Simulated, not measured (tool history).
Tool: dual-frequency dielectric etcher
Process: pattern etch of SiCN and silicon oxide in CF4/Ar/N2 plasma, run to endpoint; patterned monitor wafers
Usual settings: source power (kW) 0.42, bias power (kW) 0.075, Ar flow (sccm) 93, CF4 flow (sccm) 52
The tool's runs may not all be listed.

run,hour,source power (kW),bias power (kW),Ar flow (sccm),CF4 flow (sccm),wafers since the last listed run,hours since the last wet clean,hours since the last source power generator calibration,hours since the last bias power generator calibration,hours since the last Ar flow controller change,hours since the last CF4 flow controller change,hours since the last upper electrode change,"incoming incoming film thickness, nm",endpoint time (s)
1,0,0.42,0.075,77,57,0,511,351.2,2695.6,3745.4,4430.8,3804.6,15.04,18.8
2,56.4,0.42,0.075,93,52,1199,567.4,407.6,2752,3801.8,4487.2,3861,14.94,19.7
# hour 113.9: wet clean of the chamber
3,141.7,0.42,0.086,107,43,1303,27.8,492.9,2837.3,3887.1,4572.5,3946.3,15.19,19.8
# hour 172.9: Ar flow controller replaced
4,241.9,0.42,0.056,77,52,2003,128,593.1,2937.5,69,4672.7,4046.5,15.02,22.5
5,339,0.42,0.075,93,52,2064,225.1,690.2,3034.6,166.1,4769.8,4143.6,14.99,19.7
6,437.5,0.42,0.075,78,52,2094,323.6,788.7,3133.1,264.6,4868.3,4242.1,14.99,19
7,664.3,0.51,0.075,93,48,4823,550.4,1015.5,3359.9,491.4,5095.1,4468.9,15.06,16.4
8,727,0.42,0.075,93,52,1333,613.1,1078.2,3422.6,554.1,5157.8,4531.6,15.08,20
# hour 815.4: wet clean of the chamber
9,825.4,0.42,0.066,93,52,1582,10,1176.6,3521,652.5,5256.2,4630,14.84,20.9
# hour 858.9: CF4 flow controller replaced
10,878.3,0.46,0.075,111,52,997,62.9,1229.5,3573.9,705.4,19.4,4682.9,15.15,18.6
# hour 947.6: upper electrode replaced
11,949.3,0.42,0.075,85,52,999,133.9,1300.5,3644.9,776.4,90.4,1.7,15.13,19.4
12,1007.2,0.42,0.075,93,52,1231,191.8,1358.4,3702.8,834.3,148.3,59.6,14.95,19.7
# hour 1019.6: bias power generator calibrated
13,1053.8,0.37,0.075,93,52,905,238.4,1405,34.2,880.9,194.9,106.2,15.12,23
14,1114.3,0.5,0.084,113,61,1286,298.9,1465.5,94.7,941.4,255.4,166.7,14.86,15.3
15,1153.9,0.42,0.075,93,52,842,338.5,1505.1,134.3,981,295,206.3,14.92,19.6
16,1254,0.42,0.075,93,52,2128,438.6,1605.2,234.4,1081.1,395.1,306.4,15.08,19.7
17,1295.8,0.42,0.065,93,60,888,480.4,1647,276.2,1122.9,436.9,348.2,14.96,20.7
# hour 1516.5: wet clean of the chamber
18,1533.2,0.42,0.075,93,52,4538,16.7,1884.4,513.6,1360.3,674.3,585.6,15.07,19.9
19,1577.9,0.42,0.075,93,52,950,61.4,1929.1,558.3,1405,719,630.3,15.25,20.2
20,1626.7,0.42,0.075,93,52,1037,110.2,1977.9,607.1,1453.8,767.8,679.1,15.03,19.8
21,1663.6,0.42,0.075,93,62,784,147.1,2014.8,644,1490.7,804.7,716,15.06,19.1
22,1732.3,0.42,0.075,93,52,1460,215.8,2083.5,712.7,1559.4,873.4,784.7,14.99,19.6
23,1808.7,0.42,0.08,93,47,1624,292.2,2159.9,789.1,1635.8,949.8,861.1,15.01,19.4
24,1846.5,0.45,0.085,77,52,803,330,2197.7,826.9,1673.6,987.6,898.9,15.08,16.6

4 ways to go on from here, each from the tool as it stands after run 24. What would each give?
A,1846.9,0.42,0.075,106,52,8,330.4,2198.1,827.3,1674,988,899.3,14.96,?
B,1846.9,0.46,0.075,109,57,8,330.4,2198.1,827.3,1674,988,899.3,14.96,?
C,1846.9,0.37,0.07,115,52,8,330.4,2198.1,827.3,1674,988,899.3,14.96,?
D,1846.9,0.42,0.081,93,46,8,330.4,2198.1,827.3,1674,988,899.3,14.96,?

run,endpoint time (s)
A,20
B,17.9
C,24.6
D,19.1
Without the tool's hidden state the same runs would have given:
run,endpoint time (s)
A,20
B,17.9
C,24.6
D,19.1
